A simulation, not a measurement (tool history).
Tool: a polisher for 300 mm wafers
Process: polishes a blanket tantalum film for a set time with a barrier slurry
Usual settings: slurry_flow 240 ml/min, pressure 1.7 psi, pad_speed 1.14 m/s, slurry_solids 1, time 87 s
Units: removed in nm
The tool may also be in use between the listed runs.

| run | hour | slurry_flow | pressure | pad_speed | slurry_solids | time | wafers since the last listed run | wafers polished on this pad | hours since the slurry nozzle was cleaned | hours since the head pressure was calibrated | hours since the slurry blender was calibrated | incoming thickness of the incoming film, nm | removed |
|---|---|---|---|---|---|---|---|---|---|---|---|---|---|
| 1 | 0 | 240 | 1.7 | 1.14 | 1 | 87 | 0 | 603 | 216.8 | 375.5 | 137.9 | 399.4 | 121.8 |
|  | 20.5 | slurry nozzle cleaned |
| 2 | 29 | 305 | 1.7 | 1.14 | 1 | 87 | 251 | 854 | 8.5 | 404.5 | 166.9 | 395.1 | 132.5 |
| 3 | 62.7 | 305 | 1.7 | 1.14 | 1 | 87 | 302 | 1157 | 42.2 | 438.2 | 200.6 | 396.4 | 132.9 |
|  | 80.8 | worn pad replaced by a new one |
|  | 92 | slurry blender recalibrated |
| 4 | 97.2 | 240 | 1.7 | 1.14 | 1 | 96 | 255 | 129 | 76.7 | 472.7 | 5.2 | 400.6 | 141.9 |
| 5 | 119.5 | 240 | 1.7 | 1.14 | 1 | 96 | 199 | 329 | 99 | 495 | 27.5 | 398.8 | 142 |
| 6 | 134.3 | 240 | 1.7 | 1.14 | 1 | 96 | 132 | 462 | 113.8 | 509.8 | 42.3 | 407.9 | 140.9 |
| 7 | 154.7 | 270 | 1.7 | 1.14 | 1 | 87 | 182 | 645 | 134.2 | 530.2 | 62.7 | 402.2 | 128.7 |
| 8 | 188 | 270 | 1.7 | 1.14 | 1 | 87 | 298 | 943 | 167.5 | 563.5 | 96 | 400.2 | 128.9 |
| 9 | 203.8 | 240 | 1.5 | 1.14 | 0.8 | 87 | 141 | 1085 | 183.3 | 579.3 | 111.8 | 396.9 | 103.3 |
| 10 | 218.3 | 240 | 1.5 | 1.14 | 0.8 | 87 | 130 | 1215 | 197.8 | 593.8 | 126.3 | 400.9 | 104.1 |
|  | 224 | worn pad replaced by a new one |
| 11 | 241.5 | 240 | 1.7 | 1.14 | 1 | 102 | 172 | 156 | 221 | 617 | 149.5 | 400.2 | 143.9 |
|  | 280.2 | slurry nozzle cleaned |
|  | 321.1 | slurry blender recalibrated |
| 12 | 338.2 | 240 | 1.2 | 1 | 0.7 | 101 | 840 | 997 | 58 | 713.7 | 17.1 | 397.4 | 90.8 |
|  | 350.7 | worn pad replaced by a new one |
| 13 | 361.8 | 205 | 1.7 | 1.14 | 1.25 | 69 | 175 | 99 | 81.6 | 737.3 | 40.7 | 403.9 | 110.4 |
| 14 | 464.7 | 195 | 1.7 | 1.28 | 1 | 87 | 922 | 1022 | 184.5 | 840.2 | 143.6 | 402 | 137.7 |
| 15 | 483.2 | 240 | 1.4 | 1.14 | 0.7 | 87 | 165 | 1188 | 203 | 858.7 | 162.1 | 402.2 | 98.6 |
|  | 497.7 | slurry nozzle cleaned |
|  | 513.4 | worn pad replaced by a new one |
|  | 517.9 | slurry blender recalibrated |
| 16 | 542.2 | 240 | 1.7 | 1.14 | 0.85 | 87 | 466 | 240 | 44.5 | 917.7 | 24.3 | 399.8 | 131.4 |
|  | 549.5 | head pressure recalibrated |
| 17 | 565.6 | 240 | 1.7 | 1.14 | 1 | 87 | 191 | 432 | 67.9 | 16.1 | 47.7 | 395.9 | 127.4 |
|  | 642.6 | worn pad replaced by a new one |
| 18 | 645 | 265 | 1.4 | 1.3 | 1 | 69 | 676 | 21 | 147.3 | 95.5 | 127.1 | 397.3 | 93.3 |
| 19 | 658.8 | 240 | 1.7 | 1.14 | 0.75 | 87 | 123 | 145 | 161.1 | 109.3 | 140.9 | 401.1 | 112.6 |
| 20 | 690.1 | 170 | 2.3 | 1.14 | 1.2 | 87 | 280 | 426 | 192.4 | 140.6 | 172.2 | 399.8 | 157 |
|  | 709.3 | slurry blender recalibrated |
|  | 719.1 | slurry nozzle cleaned |
| 21 | 725.3 | 240 | 1.7 | 1.14 | 1 | 96 | 288 | 715 | 6.2 | 175.8 | 16 | 406.1 | 140.2 |

The tool's hidden state at each run:
removal rate lost through wear of the pad, %: 0 in every run
abrasive missing from the slurry, %: 0 in every run
H1: slurry flow missing at the pad, %
H2: deviation of the head's pressure from its setpoint, %
| run | H1 | H2 |
|---|---|---|
| 1 | 39.8 | 1.33 |
| 2 | 3.84 | 1.6 |
| 3 | 9.78 | 1.94 |
| 4 | 15.9 | 2.32 |
| 5 | 19.8 | 2.59 |
| 6 | 22.4 | 2.77 |
| 7 | 26 | 3.02 |
| 8 | 31.9 | 3.46 |
| 9 | 34.6 | 3.68 |
| 10 | 37.2 | 3.89 |
| 11 | 41.3 | 4.23 |
| 12 | 11 | 5.79 |
| 13 | 15.2 | 6.2 |
| 14 | 33.3 | 8.17 |
| 15 | 36.6 | 8.55 |
| 16 | 8.82 | 9.82 |
| 17 | 12.9 | -0.723 |
| 18 | 26.9 | -0.615 |
| 19 | 29.4 | -0.581 |
| 20 | 34.9 | -0.486 |
| 21 | 2.98 | -0.352 |

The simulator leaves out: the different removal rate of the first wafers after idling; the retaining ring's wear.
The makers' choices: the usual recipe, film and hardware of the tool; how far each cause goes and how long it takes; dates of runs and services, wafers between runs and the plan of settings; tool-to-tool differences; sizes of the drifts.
